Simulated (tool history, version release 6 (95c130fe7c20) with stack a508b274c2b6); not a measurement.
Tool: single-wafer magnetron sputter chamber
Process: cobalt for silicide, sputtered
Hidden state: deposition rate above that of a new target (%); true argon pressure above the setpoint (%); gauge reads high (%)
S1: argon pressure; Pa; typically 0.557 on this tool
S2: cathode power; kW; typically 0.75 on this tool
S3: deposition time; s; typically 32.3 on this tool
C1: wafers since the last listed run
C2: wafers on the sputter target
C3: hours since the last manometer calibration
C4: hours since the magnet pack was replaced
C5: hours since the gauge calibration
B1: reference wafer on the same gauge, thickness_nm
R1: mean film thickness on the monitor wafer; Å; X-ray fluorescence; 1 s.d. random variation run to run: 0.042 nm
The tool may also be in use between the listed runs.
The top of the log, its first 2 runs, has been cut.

run    hour     S1    S2    S3    C1     C2      C3      C4      C5      B1      R1
  3   120.8  0.557  0.75  32.3  1904   8872  1068.1  7408.6    87.2  10.718  110.86
  4   158.5  0.482  0.75  32.3  1289  10161  1105.8  7446.3   124.9  10.678  112.89
  5   182.9  0.698  0.75  32.3   834  10995  1130.2  7470.7   149.3  10.677  105.85
  6     242  0.698  0.75  32.3  2021  13017  1189.3  7529.8   208.4  10.622  105.64
        314  -- sputter target and shields replaced
  7   423.8  0.557  0.75  32.3  5944   3755  1371.1  7711.6   390.2  10.546  108.33
  8   462.2  0.557  0.85  32.3  1313   5068  1409.5    7750   428.6  10.531  124.26
  9   523.9  0.557  0.85  32.3  2110   7179  1471.2  7811.7   490.3   10.52  123.08
 10   576.5  0.557  0.75  32.3  1798   8978  1523.8  7864.3   542.9  10.497  108.57
 11   618.3  0.557  0.75  32.3  1429  10407  1565.6  7906.1   584.7  10.494  108.58
        671  -- capacitance manometer re-zeroed and calibrated
 12   671.5  0.557  0.75  29.3  1545  11953     0.5  7959.3   637.9  10.478   98.77
 13   722.2  0.557   0.7  32.3  1733  13687    51.2    8010   688.6  10.476  101.27
      735.2  -- sputter target and shields replaced
 14   788.6  0.557   0.7  32.3  1997   1824   117.6  8076.4     755  10.462  101.34
 15   829.1  0.557   0.7  32.3  1385   3210   158.1  8116.9   795.5  10.459  100.71
 16   866.7  0.557   0.9  32.3  1285   4496   195.7  8154.5   833.1   10.45  129.35
 17   892.8  0.557  0.75  36.4   892   5388   221.8  8180.6   859.2   10.44  123.02
 18   945.4  0.557  0.75  29.2  1798   7187   274.4  8233.2   911.8  10.443   98.17
 19   984.6  0.488   0.6  32.3  1340   8528   313.6  8272.4     951  10.442   88.38
 20  1054.4  0.354  0.75    27  2387  10915   383.4  8342.2  1020.8  10.438   96.02
     1092.1  -- sputter target and shields replaced
 21  1109.1  0.557   0.6  34.7  1597    581   438.1  8396.9  1075.5   10.42    92.4
 22  1142.2  0.557  0.75  29.2  1132   1713   471.2    8430  1108.6  10.434   97.21
     1178.9  -- gauge calibrated
 23  1213.2  0.415  0.75  28.3  2428   4141   542.2    8501    34.3   10.74  101.79
 24  1273.7  0.557  0.75  36.4  2069   6210   602.7  8561.5    94.8  10.687  124.91
 25    1306  0.557  0.75  32.3  1104   7315     635  8593.8   127.1  10.669  110.65
     1314.5  -- magnet pack replaced
 26  1372.8  0.557   0.8  32.3  2011   9326   701.8    58.3   193.9  10.624  117.36
 27  1398.7  0.378   0.6  32.3   885  10212   727.7    84.2   219.8   10.61   92.82

Run 28 has not been measured yet. What should we expect?
     1457.9  -- sputter target and shields replaced
 28  1468.4  0.73  0.75  27.6  2110  359  797.4  153.9  289.5   ?   ?

{"run 28": {"B1": 10.569, "R1": 89.09}}
Had the tool carried no hidden state, the very same run would have given R1 91.03 Å.
